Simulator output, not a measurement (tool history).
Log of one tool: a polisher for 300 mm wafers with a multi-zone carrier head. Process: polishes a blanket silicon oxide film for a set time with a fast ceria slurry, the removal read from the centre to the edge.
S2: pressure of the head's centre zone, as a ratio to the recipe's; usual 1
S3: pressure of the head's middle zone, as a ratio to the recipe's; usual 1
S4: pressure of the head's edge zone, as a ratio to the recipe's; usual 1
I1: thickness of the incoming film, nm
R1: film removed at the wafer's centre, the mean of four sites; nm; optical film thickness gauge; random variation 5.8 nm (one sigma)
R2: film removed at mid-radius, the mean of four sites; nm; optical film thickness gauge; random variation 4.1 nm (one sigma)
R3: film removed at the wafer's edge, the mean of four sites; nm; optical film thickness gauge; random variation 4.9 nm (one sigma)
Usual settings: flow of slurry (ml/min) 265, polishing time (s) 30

{"run": 1, "hour": 0.0, "flow of slurry (ml/min)": 265, "S2": 1, "S3": 1, "S4": 1, "polishing time (s)": 30, "I1": 2298.2, "R1": 459.9, "R2": 419.3, "R3": 409}
{"hour": 14.0, "done": "centre zone pressure recalibrated"}
{"run": 2, "hour": 45.9, "flow of slurry (ml/min)": 265, "S2": 1, "S3": 1, "S4": 1, "polishing time (s)": 30, "I1": 2290.2, "R1": 412.5, "R2": 429.5, "R3": 421.4}
{"run": 3, "hour": 88.4, "flow of slurry (ml/min)": 245, "S2": 1, "S3": 1, "S4": 1.08, "polishing time (s)": 30, "I1": 2318.1, "R1": 408.7, "R2": 411.8, "R3": 437.9}
{"hour": 113.9, "done": "worn pad replaced by a new one"}
{"run": 4, "hour": 129.9, "flow of slurry (ml/min)": 245, "S2": 1, "S3": 1, "S4": 1.08, "polishing time (s)": 30, "I1": 2275.4, "R1": 406.4, "R2": 415.9, "R3": 429.3}
{"run": 5, "hour": 221.9, "flow of slurry (ml/min)": 245, "S2": 1, "S3": 1, "S4": 1.08, "polishing time (s)": 30, "I1": 2320.4, "R1": 423, "R2": 419.2, "R3": 437.4}
{"hour": 288.0, "done": "worn pad replaced by a new one"}
{"run": 6, "hour": 318.6, "flow of slurry (ml/min)": 265, "S2": 1, "S3": 1, "S4": 1, "polishing time (s)": 30, "I1": 2301.3, "R1": 431.8, "R2": 413.6, "R3": 422.2}
{"hour": 346.9, "done": "slurry nozzle cleaned"}
{"run": 7, "hour": 358.0, "flow of slurry (ml/min)": 265, "S2": 1.04, "S3": 1, "S4": 1, "polishing time (s)": 30, "I1": 2342, "R1": 470.9, "R2": 429.9, "R3": 414.7}
{"hour": 381.2, "done": "edge zone pressure recalibrated"}
{"hour": 400.0, "done": "centre zone pressure recalibrated"}
{"run": 8, "hour": 434.3, "flow of slurry (ml/min)": 195, "S2": 1, "S3": 0.9, "S4": 1, "polishing time (s)": 30, "I1": 2338.9, "R1": 325.2, "R2": 372, "R3": 408.3}
{"hour": 463.7, "done": "worn pad replaced by a new one"}
{"hour": 540.2, "done": "centre zone pressure recalibrated, repeated, since the last time left the tool worse"}
{"run": 9, "hour": 540.7, "flow of slurry (ml/min)": 195, "S2": 1, "S3": 0.9, "S4": 1, "polishing time (s)": 30, "I1": 2324.9, "R1": 407.1, "R2": 370.9, "R3": 415.5}
{"run": 10, "hour": 630.8, "flow of slurry (ml/min)": 265, "S2": 1, "S3": 1, "S4": 0.91, "polishing time (s)": 30, "I1": 2312.2, "R1": 425.2, "R2": 424.8, "R3": 403.9}
{"hour": 642.8, "done": "carrier head's membrane replaced by a new one"}
{"hour": 659.3, "done": "worn pad replaced by a new one"}
{"run": 11, "hour": 693.6, "flow of slurry (ml/min)": 210, "S2": 1, "S3": 1, "S4": 0.95, "polishing time (s)": 30, "I1": 2307.8, "R1": 414.7, "R2": 409.6, "R3": 402}
{"run": 12, "hour": 797.8, "flow of slurry (ml/min)": 265, "S2": 1.05, "S3": 0.89, "S4": 1.07, "polishing time (s)": 30, "I1": 2267.2, "R1": 461.3, "R2": 386.7, "R3": 438.1}
{"hour": 845.8, "done": "slurry nozzle cleaned"}
{"run": 13, "hour": 861.2, "flow of slurry (ml/min)": 245, "S2": 1, "S3": 1, "S4": 1.08, "polishing time (s)": 30, "I1": 2300.4, "R1": 455.8, "R2": 422.4, "R3": 436.5}

Forecast run 14:
{"hour": 882.6, "done": "worn pad replaced by a new one"}
{"run": 14, "hour": 935.0, "flow of slurry (ml/min)": 315, "S2": 1.04, "S3": 0.94, "S4": 1, "polishing time (s)": 38, "I1": 2295.2, "R1": "?", "R2": "?", "R3": "?"}

R1: 626.9 nm
R2: 522.1 nm
R3: 548.9 nm
Without the tool's hidden state the same run would have given R1 554.9 nm, R2 522.5 nm, R3 548.9 nm.

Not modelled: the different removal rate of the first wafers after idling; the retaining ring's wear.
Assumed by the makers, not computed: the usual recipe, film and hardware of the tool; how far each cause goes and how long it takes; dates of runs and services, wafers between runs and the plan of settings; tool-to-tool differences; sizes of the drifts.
